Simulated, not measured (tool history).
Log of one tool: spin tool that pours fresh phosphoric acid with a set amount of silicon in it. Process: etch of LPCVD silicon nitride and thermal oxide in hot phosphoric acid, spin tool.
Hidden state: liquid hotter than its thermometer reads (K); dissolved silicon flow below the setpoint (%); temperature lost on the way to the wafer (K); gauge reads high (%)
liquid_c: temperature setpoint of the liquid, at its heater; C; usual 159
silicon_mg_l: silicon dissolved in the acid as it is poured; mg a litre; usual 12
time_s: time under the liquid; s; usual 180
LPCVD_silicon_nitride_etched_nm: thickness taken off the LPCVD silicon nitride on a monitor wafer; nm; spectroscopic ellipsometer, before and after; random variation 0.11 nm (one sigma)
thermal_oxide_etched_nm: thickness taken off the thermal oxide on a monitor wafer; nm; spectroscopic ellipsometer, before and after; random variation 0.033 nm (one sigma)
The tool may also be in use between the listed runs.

run,hour,liquid_c,silicon_mg_l,time_s,wafers since the last listed run,hours since the thermometer was replaced,hours since the dissolved silicon flow meter was replaced,hours since the heated supply line was repaired,hours since the gauge calibration,"read-back film thickness of the LPCVD silicon nitride reference wafer, read on the same gauge (nm)","read-back film thickness of the thermal oxide reference wafer, read on the same gauge (nm)",LPCVD_silicon_nitride_etched_nm,thermal_oxide_etched_nm
1,0,159,12,180,0,890.3,1455.1,619.6,497,49.98,149.997,18.26,0.449
2,17.1,159,6.5,265,81,907.4,1472.2,636.7,514.1,50.03,150.016,26.8,0.6
3,38.4,159,6.5,265,101,928.7,1493.5,658,535.4,50.03,150.043,26.64,0.568
4,69.5,159,12,180,148,959.8,1524.6,689.1,566.5,50.02,149.993,18.21,0.407
5,103.1,159,12,180,160,993.4,1558.2,722.7,600.1,50,149.991,18.33,0.438
6,130.2,159,12,180,129,1020.5,1585.3,749.8,627.2,49.98,150.044,18.46,0.363
7,150.5,159,12,180,96,1040.8,1605.6,770.1,647.5,50,150.014,18.41,0.446
8,173.3,159,12,180,108,1063.6,1628.4,792.9,670.3,49.98,149.991,18.33,0.429
9,187,161.5,12,180,65,1077.3,1642.1,806.6,684,50.03,149.977,19.94,0.468
10,203.3,157.5,2.5,180,77,1093.6,1658.4,822.9,700.3,50.03,150.032,17.57,0.403
# hour 270.6: thermometer replaced
# hour 288.5: heated supply line repaired
# hour 289.5: dissolved silicon flow meter replaced
11,307.8,159,12,180,483,37.2,18.3,19.3,804.8,50.01,150.016,16.99,0.293
12,340.7,159,16.5,180,156,70.1,51.2,52.2,837.7,49.99,150.035,17.06,0.308
13,368.2,159,12,180,130,97.6,78.7,79.7,865.2,49.99,150.006,17.09,0.341
# hour 372.3: gauge calibrated
14,402.3,157,20.5,180,162,131.7,112.8,113.8,30,50.03,149.996,16.23,0.225
15,436.5,159,12,180,162,165.9,147,148,64.2,49.97,149.947,17.11,0.354
16,457,159,12,75,97,186.4,167.5,168.5,84.7,49.99,150.048,7.13,0.121
17,473.5,161.5,21.5,245,78,202.9,184,185,101.2,50.03,150.02,25.4,0.459
18,506.3,160.5,4,265,156,235.7,216.8,217.8,134,50.01,150.012,26.86,0.749
19,524.8,159,4.5,115,88,254.2,235.3,236.3,152.5,50.01,150.034,11.06,0.269
20,560.6,160,8.5,120,170,290,271.1,272.1,188.3,50.01,150.003,11.94,0.253
21,577.6,158,12,180,80,307,288.1,289.1,205.3,50.02,150.015,16.7,0.374
22,607.4,160.5,8.5,260,141,336.8,317.9,318.9,235.1,49.99,150.019,26,0.626
23,642.7,156.5,17.5,230,168,372.1,353.2,354.2,270.4,50,150.009,20.43,0.361

Measured less the same run without the tool's hidden state. The same run-to-run variation is in both; the gauge's scatter may not be:
run,LPCVD_silicon_nitride_etched_nm,thermal_oxide_etched_nm
1,+1.39,+0.072
2,+2.08,+0.098
3,+2.1,+0.094
4,+1.47,+0.069
5,+1.52,+0.076
6,+1.56,+0.065
7,+1.58,+0.08
8,+1.6,+0.078
9,+1.73,+0.085
10,+1.58,+0.075
11,+0.26,+0.01
12,+0.29,+0.012
13,+0.33,+0.014
14,+0.35,+0.011
15,+0.41,+0.018
16,+0.18,+0.006
17,+0.65,+0.026
18,+0.75,+0.046
19,+0.33,+0.017
20,+0.37,+0.018
21,+0.56,+0.027
22,+0.9,+0.047
23,+0.77,+0.03

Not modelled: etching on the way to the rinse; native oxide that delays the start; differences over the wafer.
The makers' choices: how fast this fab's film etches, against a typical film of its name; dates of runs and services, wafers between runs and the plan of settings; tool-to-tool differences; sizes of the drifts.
